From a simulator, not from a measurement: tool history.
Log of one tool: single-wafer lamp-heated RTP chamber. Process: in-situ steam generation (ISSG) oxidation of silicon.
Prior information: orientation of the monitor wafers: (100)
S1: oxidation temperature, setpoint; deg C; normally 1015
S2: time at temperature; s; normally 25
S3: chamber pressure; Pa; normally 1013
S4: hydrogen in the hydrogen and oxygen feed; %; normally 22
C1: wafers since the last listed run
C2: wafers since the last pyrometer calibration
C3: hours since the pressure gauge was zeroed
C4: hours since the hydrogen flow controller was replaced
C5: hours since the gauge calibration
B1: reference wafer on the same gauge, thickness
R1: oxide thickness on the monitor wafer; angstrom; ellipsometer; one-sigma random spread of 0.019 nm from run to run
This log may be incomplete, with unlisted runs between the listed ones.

Run 1, hour 0.0: usual settings; C1 0; C2 5710; C3 2827.5; C4 5347.0; C5 1958.0; B1 6.854. Result: R1 69.28 angstrom.
Run 2, hour 56.9: usual settings; C1 690; C2 6401; C3 2884.4; C4 5403.9; C5 2014.9; B1 6.855. Result: R1 69.20 angstrom.
Run 3, hour 125.4: usual settings; C1 831; C2 7232; C3 2952.9; C4 5472.4; C5 2083.4; B1 6.852. Result: R1 68.76 angstrom.
Run 4, hour 168.4: usual settings; C1 521; C2 7754; C3 2995.9; C4 5515.4; C5 2126.4; B1 6.849. Result: R1 69.24 angstrom.
Run 5, hour 405.4: usual settings; C1 2876; C2 10630; C3 3232.9; C4 5752.4; C5 2363.4; B1 6.850. Result: R1 69.31 angstrom.
Run 6, hour 450.2: usual settings; C1 543; C2 11174; C3 3277.7; C4 5797.2; C5 2408.2; B1 6.856. Result: R1 69.18 angstrom.
At hour 550.3: gauge calibrated.
Run 7, hour 556.0: usual settings; C1 1284; C2 12458; C3 3383.5; C4 5903.0; C5 5.7; B1 6.853. Result: R1 69.30 angstrom.
At hour 633.0: pyrometer window cleaned and pyrometer calibrated, repeated, since the last time left the tool worse.
Run 8, hour 633.5: usual settings but S2 22 s; C1 843; C2 6; C3 3461.0; C4 5980.5; C5 83.2; B1 6.849. Result: R1 61.14 angstrom.
Run 9, hour 683.1: usual settings but S2 15 s, S4 18 %; C1 601; C2 607; C3 3510.6; C4 6030.1; C5 132.8; B1 6.853. Result: R1 48.47 angstrom.
At hour 706.4: hydrogen flow controller replaced.
Run 10, hour 772.3: usual settings but S1 1031 deg C, S2 19 s; C1 985; C2 1593; C3 3599.8; C4 65.9; C5 222.0; B1 6.860. Result: R1 61.89 angstrom.
Run 11, hour 876.1: usual settings but S1 1025 deg C, S3 1200 Pa, S4 31 %; C1 1259; C2 2853; C3 3703.6; C4 169.7; C5 325.8; B1 6.839. Result: R1 74.30 angstrom.
Run 12, hour 936.5: usual settings; C1 733; C2 3586; C3 3764.0; C4 230.1; C5 386.2; B1 6.849. Result: R1 66.36 angstrom.
Run 13, hour 1039.5: usual settings but S2 15 s, S3 920 Pa, S4 15 %; C1 1250; C2 4836; C3 3867.0; C4 333.1; C5 489.2; B1 6.845. Result: R1 46.72 angstrom.
Run 14, hour 1077.7: usual settings but S3 1213 Pa, S4 26 %; C1 463; C2 5300; C3 3905.2; C4 371.3; C5 527.4; B1 6.850. Result: R1 68.00 angstrom.
Run 15, hour 1179.7: usual settings but S1 1025 deg C, S2 20 s, S3 1067 Pa, S4 28 %; C1 1237; C2 6538; C3 4007.2; C4 473.3; C5 629.4; B1 6.856. Result: R1 66.05 angstrom.
Run 16, hour 1277.6: usual settings but S1 1031 deg C, S2 16 s, S3 1173 Pa; C1 1188; C2 7726; C3 4105.1; C4 571.2; C5 727.3; B1 6.857. Result: R1 57.52 angstrom.
At hour 1366.1: pressure gauge zeroed.
Run 17, hour 1375.0: usual settings but S1 1032 deg C, S2 20 s, S3 1120 Pa, S4 13 %; C1 1085; C2 8811; C3 8.9; C4 668.6; C5 824.7; B1 6.851. Result: R1 57.58 angstrom.
Run 18, hour 1480.4: usual settings but S3 920 Pa, S4 16 %; C1 1279; C2 10090; C3 114.3; C4 774.0; C5 930.1; B1 6.856. Result: R1 61.19 angstrom.
Run 19, hour 1555.3: usual settings but S2 17 s; C1 909; C2 10999; C3 189.2; C4 848.9; C5 1005.0; B1 6.854. Result: R1 55.25 angstrom.
At hour 1585.4: pyrometer window cleaned and pyrometer calibrated.
Run 20, hour 1619.2: usual settings but S2 17 s, S3 1147 Pa; C1 678; C2 410; C3 253.1; C4 912.8; C5 1068.9; B1 6.853. Result: R1 54.11 angstrom.
Run 21, hour 1663.8: usual settings but S1 1003 deg C, S3 1093 Pa; C1 541; C2 951; C3 297.7; C4 957.4; C5 1113.5; B1 6.854. Result: R1 61.97 angstrom.
Run 22, hour 1731.5: usual settings but S1 1034 deg C; C1 821; C2 1773; C3 365.4; C4 1025.1; C5 1181.2; B1 6.855. Result: R1 72.51 angstrom.
Run 23, hour 1770.7: usual settings; C1 475; C2 2249; C3 404.6; C4 1064.3; C5 1220.4; B1 6.847. Result: R1 65.97 angstrom.
Run 24, hour 1867.7: usual settings but S1 1009 deg C, S2 29 s; C1 1177; C2 3426; C3 501.6; C4 1161.3; C5 1317.4; B1 6.849. Result: R1 69.55 angstrom.
Run 25, hour 1908.1: usual settings; C1 490; C2 3916; C3 542.0; C4 1201.7; C5 1357.8; B1 6.848. Result: R1 66.08 angstrom.
Run 26, hour 1986.7: usual settings; C1 953; C2 4870; C3 620.6; C4 1280.3; C5 1436.4; B1 6.848. Result: R1 66.52 angstrom.
Run 27, hour 2045.0: usual settings but S4 30 %; C1 707; C2 5578; C3 678.9; C4 1338.6; C5 1494.7; B1 6.853. Result: R1 72.19 angstrom.
Run 28, hour 2119.4: usual settings; C1 902; C2 6481; C3 753.3; C4 1413.0; C5 1569.1; B1 6.850. Result: R1 66.79 angstrom.
Run 29, hour 2359.8: usual settings but S2 30 s, S4 16 %; C1 2917; C2 9398; C3 993.7; C4 1653.4; C5 1809.5; B1 6.840. Result: R1 68.67 angstrom.
Run 30, hour 2418.4: usual settings but S1 1034 deg C, S2 18 s, S3 920 Pa, S4 28 %; C1 711; C2 10110; C3 1052.3; C4 1712.0; C5 1868.1; B1 6.845. Result: R1 65.63 angstrom.
At hour 2455.4: pyrometer window cleaned and pyrometer calibrated.
Run 31, hour 2715.1: usual settings but S2 32 s, S3 920 Pa; C1 3503; C2 3152; C3 1349.0; C4 2008.7; C5 2164.8; B1 6.855. Result: R1 74.13 angstrom.

Alternative continuations, all from the tool just after run 31; predict every row:
Run A, hour 2715.6: usual settings but S3 960 Pa; C1 6; C2 3158; C3 1349.5; C4 2009.2; C5 2165.3; B1 ?. Result: R1 ?.
Run B, hour 2715.6: usual settings but S1 1001 deg C, S2 16 s, S3 920 Pa, S4 30 %; C1 6; C2 3158; C3 1349.5; C4 2009.2; C5 2165.3; B1 ?. Result: R1 ?.
Run C, hour 2715.6: usual settings but S2 28 s, S3 1133 Pa; C1 6; C2 3158; C3 1349.5; C4 2009.2; C5 2165.3; B1 ?. Result: R1 ?.
Run D, hour 2715.6: usual settings but S1 1022 deg C, S2 29 s, S3 920 Pa, S4 15 %; C1 6; C2 3158; C3 1349.5; C4 2009.2; C5 2165.3; B1 ?. Result: R1 ?.

run     B1     R1
  A  6.861  65.76
  B  6.861  54.39
  C  6.861  69.55
  D  6.861  67.13
Without the tool's hidden state the same runs would have given:
run     R1
  A  64.82
  B  53.76
  C  68.53
  D  66.10
